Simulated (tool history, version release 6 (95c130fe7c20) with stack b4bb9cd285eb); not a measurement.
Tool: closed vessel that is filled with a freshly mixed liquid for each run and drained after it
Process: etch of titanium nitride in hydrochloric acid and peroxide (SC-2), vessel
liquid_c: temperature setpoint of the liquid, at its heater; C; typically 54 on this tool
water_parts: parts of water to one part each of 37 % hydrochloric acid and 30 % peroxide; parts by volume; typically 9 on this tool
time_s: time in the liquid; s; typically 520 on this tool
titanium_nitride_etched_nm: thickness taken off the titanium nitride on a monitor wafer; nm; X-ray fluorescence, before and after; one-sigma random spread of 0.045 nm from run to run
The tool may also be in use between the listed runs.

run,hour,liquid_c,water_parts,time_s,wafers since the last listed run,hours since the thermometer was replaced,hours since the chemicals flow meter was replaced,hours since the drum of peroxide was connected,hours since the gauge calibration,"read-back film thickness of the titanium nitride reference wafer, read on the same gauge (nm)",titanium_nitride_etched_nm
1,0,54,9,520,0,2484,1351.4,524.4,591,30.14,13.45
2,58.4,54,9,520,5087,2542.4,1409.8,582.8,649.4,30.26,13.48
3,129.2,54,9,520,6167,2613.2,1480.6,653.6,720.2,30.28,13.51
4,184.1,54,9,520,4782,2668.1,1535.5,708.5,775.1,30.35,13.51
5,235,54,9,520,4434,2719,1586.4,759.4,826,30.43,13.5
6,265.8,59.5,9,455,2683,2749.8,1617.2,790.2,856.8,30.43,16.81
7,294.6,54,9,520,2508,2778.6,1646,819,885.6,30.52,13.59
8,328.6,54,9,520,2961,2812.6,1680,853,919.6,30.54,13.55
9,371,54,11.5,520,3693,2855,1722.4,895.4,962,30.6,11.05
10,410.3,54,9,520,3423,2894.3,1761.7,934.7,1001.3,30.67,13.62
# hour 417.2: chemicals flow meter replaced
# hour 432.4: new drum of peroxide connected
11,450.2,62.5,6.5,605,3301,2934.2,33,17.8,1041.2,30.69,35.33
# hour 460: thermometer replaced
12,507.3,54,9,520,4887,47.3,90.1,74.9,1098.3,30.79,13.73
# hour 517: gauge calibrated
13,556.8,54,9,520,4312,96.8,139.6,124.4,39.8,30.01,13.31
14,623.9,62,9,415,5845,163.9,206.7,191.5,106.9,30.03,17.8
15,810.1,54,4.5,520,16220,350.1,392.9,377.7,293.1,30.06,22.66
16,855.1,48,9,520,3920,395.1,437.9,422.7,338.1,30.1,8.98
17,893.5,50.5,10.5,330,3345,433.5,476.3,461.1,376.5,30.1,5.94
18,962.8,61,13,275,6037,502.8,545.6,530.4,445.8,30.14,8.12
19,990.3,54,9,520,2395,530.3,573.1,557.9,473.3,30.17,13.49

4 ways to go on from here, each from the tool as it stands after run 19. What would each give?
A,991.1,57,9,520,69,531.1,573.9,558.7,474.1,?,?
B,991.1,54,13,610,69,531.1,573.9,558.7,474.1,?,?
C,991.1,58.5,13,520,69,531.1,573.9,558.7,474.1,?,?
D,991.1,61.5,11.5,440,69,531.1,573.9,558.7,474.1,?,?

run,"read-back film thickness of the titanium nitride reference wafer, read on the same gauge (nm)",titanium_nitride_etched_nm
A,30.18,16.3
B,30.18,11.56
C,30.18,13.15
D,30.18,14.92
Take away the tool's hidden state, keep each run's random variation, and the runs would have read:
run,titanium_nitride_etched_nm
A,16.21
B,11.49
C,13.07
D,14.84

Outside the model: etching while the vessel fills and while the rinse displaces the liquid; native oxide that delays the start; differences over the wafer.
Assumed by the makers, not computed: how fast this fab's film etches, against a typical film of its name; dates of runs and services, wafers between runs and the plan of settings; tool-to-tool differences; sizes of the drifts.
